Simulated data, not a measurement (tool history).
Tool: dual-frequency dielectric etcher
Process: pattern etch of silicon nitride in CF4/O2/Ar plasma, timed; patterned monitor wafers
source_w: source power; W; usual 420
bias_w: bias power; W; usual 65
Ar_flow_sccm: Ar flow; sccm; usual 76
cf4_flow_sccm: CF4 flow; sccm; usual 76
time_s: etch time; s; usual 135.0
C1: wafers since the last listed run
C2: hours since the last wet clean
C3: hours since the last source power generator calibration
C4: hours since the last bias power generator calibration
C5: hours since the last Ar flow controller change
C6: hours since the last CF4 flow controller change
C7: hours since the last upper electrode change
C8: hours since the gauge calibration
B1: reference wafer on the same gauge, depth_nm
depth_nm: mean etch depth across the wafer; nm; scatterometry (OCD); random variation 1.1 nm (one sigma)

{"run": 1, "hour": 0.0, "source_w": 420, "bias_w": 65, "Ar_flow_sccm": 76, "cf4_flow_sccm": 76, "time_s": 135.0, "C1": 0, "C2": 321.8, "C3": 4220.8, "C4": 3858.0, "C5": 2363.7, "C6": 3914.4, "C7": 2228.7, "C8": 81.4, "B1": 207.0, "depth_nm": 229.2}
{"run": 2, "hour": 17.1, "source_w": 420, "bias_w": 65, "Ar_flow_sccm": 76, "cf4_flow_sccm": 86, "time_s": 135.0, "C1": 129, "C2": 338.9, "C3": 4237.9, "C4": 3875.1, "C5": 2380.8, "C6": 3931.5, "C7": 2245.8, "C8": 98.5, "B1": 206.9, "depth_nm": 230.1}
{"run": 3, "hour": 42.1, "source_w": 420, "bias_w": 65, "Ar_flow_sccm": 76, "cf4_flow_sccm": 86, "time_s": 135.0, "C1": 189, "C2": 363.9, "C3": 4262.9, "C4": 3900.1, "C5": 2405.8, "C6": 3956.5, "C7": 2270.8, "C8": 123.5, "B1": 206.9, "depth_nm": 231.4}
{"run": 4, "hour": 70.8, "source_w": 370, "bias_w": 65, "Ar_flow_sccm": 76, "cf4_flow_sccm": 76, "time_s": 135.0, "C1": 217, "C2": 392.6, "C3": 4291.6, "C4": 3928.8, "C5": 2434.5, "C6": 3985.2, "C7": 2299.5, "C8": 152.2, "B1": 206.9, "depth_nm": 200.4}
{"run": 5, "hour": 92.2, "source_w": 420, "bias_w": 65, "Ar_flow_sccm": 76, "cf4_flow_sccm": 76, "time_s": 135.0, "C1": 162, "C2": 414.0, "C3": 4313.0, "C4": 3950.2, "C5": 2455.9, "C6": 4006.6, "C7": 2320.9, "C8": 173.6, "B1": 206.9, "depth_nm": 230.0}
{"run": 6, "hour": 126.2, "source_w": 420, "bias_w": 65, "Ar_flow_sccm": 76, "cf4_flow_sccm": 76, "time_s": 135.0, "C1": 257, "C2": 448.0, "C3": 4347.0, "C4": 3984.2, "C5": 2489.9, "C6": 4040.6, "C7": 2354.9, "C8": 207.6, "B1": 207.2, "depth_nm": 228.1}
{"run": 7, "hour": 146.3, "source_w": 420, "bias_w": 65, "Ar_flow_sccm": 76, "cf4_flow_sccm": 76, "time_s": 135.0, "C1": 152, "C2": 468.1, "C3": 4367.1, "C4": 4004.3, "C5": 2510.0, "C6": 4060.7, "C7": 2375.0, "C8": 227.7, "B1": 206.9, "depth_nm": 230.7}
{"hour": 179.4, "done": "CF4 flow controller replaced"}
{"run": 8, "hour": 179.9, "source_w": 450, "bias_w": 65, "Ar_flow_sccm": 76, "cf4_flow_sccm": 76, "time_s": 135.0, "C1": 208, "C2": 501.7, "C3": 4400.7, "C4": 4037.9, "C5": 2543.6, "C6": 0.5, "C7": 2408.6, "C8": 261.3, "B1": 206.9, "depth_nm": 247.0}
{"run": 9, "hour": 191.7, "source_w": 450, "bias_w": 65, "Ar_flow_sccm": 76, "cf4_flow_sccm": 76, "time_s": 135.0, "C1": 89, "C2": 513.5, "C3": 4412.5, "C4": 4049.7, "C5": 2555.4, "C6": 12.3, "C7": 2420.4, "C8": 273.1, "B1": 207.0, "depth_nm": 245.8}
{"hour": 217.8, "done": "bias power generator calibrated"}
{"run": 10, "hour": 218.3, "source_w": 420, "bias_w": 70, "Ar_flow_sccm": 76, "cf4_flow_sccm": 76, "time_s": 135.0, "C1": 171, "C2": 540.1, "C3": 4439.1, "C4": 0.5, "C5": 2582.0, "C6": 38.9, "C7": 2447.0, "C8": 299.7, "B1": 207.2, "depth_nm": 237.8}
{"hour": 247.4, "done": "gauge calibrated"}
{"hour": 268.7, "done": "upper electrode replaced"}
{"run": 11, "hour": 269.2, "source_w": 420, "bias_w": 49, "Ar_flow_sccm": 76, "cf4_flow_sccm": 76, "time_s": 135.0, "C1": 203, "C2": 591.0, "C3": 4490.0, "C4": 51.4, "C5": 2632.9, "C6": 89.8, "C7": 0.5, "C8": 21.8, "B1": 207.3, "depth_nm": 194.2}
{"run": 12, "hour": 271.9, "source_w": 420, "bias_w": 49, "Ar_flow_sccm": 94, "cf4_flow_sccm": 76, "time_s": 112.0, "C1": 20, "C2": 593.7, "C3": 4492.7, "C4": 54.1, "C5": 2635.6, "C6": 92.5, "C7": 3.2, "C8": 24.5, "B1": 207.1, "depth_nm": 156.1}
{"hour": 279.2, "done": "source power generator calibrated"}
{"run": 13, "hour": 289.8, "source_w": 420, "bias_w": 65, "Ar_flow_sccm": 76, "cf4_flow_sccm": 76, "time_s": 135.0, "C1": 105, "C2": 611.6, "C3": 10.6, "C4": 72.0, "C5": 2653.5, "C6": 110.4, "C7": 21.1, "C8": 42.4, "B1": 207.3, "depth_nm": 229.2}
{"hour": 335.1, "done": "wet clean of the chamber"}
{"run": 14, "hour": 335.6, "source_w": 460, "bias_w": 81, "Ar_flow_sccm": 88, "cf4_flow_sccm": 67, "time_s": 135.0, "C1": 165, "C2": 0.5, "C3": 56.4, "C4": 117.8, "C5": 2699.3, "C6": 156.2, "C7": 66.9, "C8": 88.2, "B1": 207.1, "depth_nm": 279.1}
{"hour": 354.4, "done": "Ar flow controller replaced"}
{"run": 15, "hour": 357.0, "source_w": 350, "bias_w": 54, "Ar_flow_sccm": 76, "cf4_flow_sccm": 76, "time_s": 135.0, "C1": 116, "C2": 21.9, "C3": 77.8, "C4": 139.2, "C5": 2.6, "C6": 177.6, "C7": 88.3, "C8": 109.6, "B1": 207.0, "depth_nm": 169.5}
{"run": 16, "hour": 376.6, "source_w": 420, "bias_w": 65, "Ar_flow_sccm": 76, "cf4_flow_sccm": 76, "time_s": 135.0, "C1": 148, "C2": 41.5, "C3": 97.4, "C4": 158.8, "C5": 22.2, "C6": 197.2, "C7": 107.9, "C8": 129.2, "B1": 207.2, "depth_nm": 229.5}
{"run": 17, "hour": 395.8, "source_w": 420, "bias_w": 65, "Ar_flow_sccm": 76, "cf4_flow_sccm": 76, "time_s": 135.0, "C1": 145, "C2": 60.7, "C3": 116.6, "C4": 178.0, "C5": 41.4, "C6": 216.4, "C7": 127.1, "C8": 148.4, "B1": 207.0, "depth_nm": 229.4}
{"run": 18, "hour": 416.0, "source_w": 340, "bias_w": 65, "Ar_flow_sccm": 76, "cf4_flow_sccm": 86, "time_s": 135.0, "C1": 152, "C2": 80.9, "C3": 136.8, "C4": 198.2, "C5": 61.6, "C6": 236.6, "C7": 147.3, "C8": 168.6, "B1": 206.9, "depth_nm": 183.3}
{"run": 19, "hour": 443.3, "source_w": 350, "bias_w": 80, "Ar_flow_sccm": 76, "cf4_flow_sccm": 63, "time_s": 135.0, "C1": 206, "C2": 108.2, "C3": 164.1, "C4": 225.5, "C5": 88.9, "C6": 263.9, "C7": 174.6, "C8": 195.9, "B1": 206.9, "depth_nm": 209.0}
{"run": 20, "hour": 462.3, "source_w": 420, "bias_w": 65, "Ar_flow_sccm": 87, "cf4_flow_sccm": 76, "time_s": 135.0, "C1": 143, "C2": 127.2, "C3": 183.1, "C4": 244.5, "C5": 107.9, "C6": 282.9, "C7": 193.6, "C8": 214.9, "B1": 207.1, "depth_nm": 226.9}

Forecast each of these 3 alternatives for the next run:
{"run": "A", "hour": 462.8, "source_w": 420, "bias_w": 65, "Ar_flow_sccm": 76, "cf4_flow_sccm": 76, "time_s": 135.0, "C1": 3, "C2": 127.7, "C3": 183.6, "C4": 245.0, "C5": 108.4, "C6": 283.4, "C7": 194.1, "C8": 215.4, "B1": "?", "depth_nm": "?"}
{"run": "B", "hour": 462.8, "source_w": 420, "bias_w": 69, "Ar_flow_sccm": 58, "cf4_flow_sccm": 66, "time_s": 168.5, "C1": 3, "C2": 127.7, "C3": 183.6, "C4": 245.0, "C5": 108.4, "C6": 283.4, "C7": 194.1, "C8": 215.4, "B1": "?", "depth_nm": "?"}
{"run": "C", "hour": 462.8, "source_w": 420, "bias_w": 52, "Ar_flow_sccm": 63, "cf4_flow_sccm": 76, "time_s": 135.0, "C1": 3, "C2": 127.7, "C3": 183.6, "C4": 245.0, "C5": 108.4, "C6": 283.4, "C7": 194.1, "C8": 215.4, "B1": "?", "depth_nm": "?"}

run=A B1=207.2 depth_nm=228.5
run=B B1=207.2 depth_nm=298.4
run=C B1=207.2 depth_nm=205.6
Without the tool's hidden state the same runs would have given:
run=A depth_nm=228.5
run=B depth_nm=298.4
run=C depth_nm=205.6
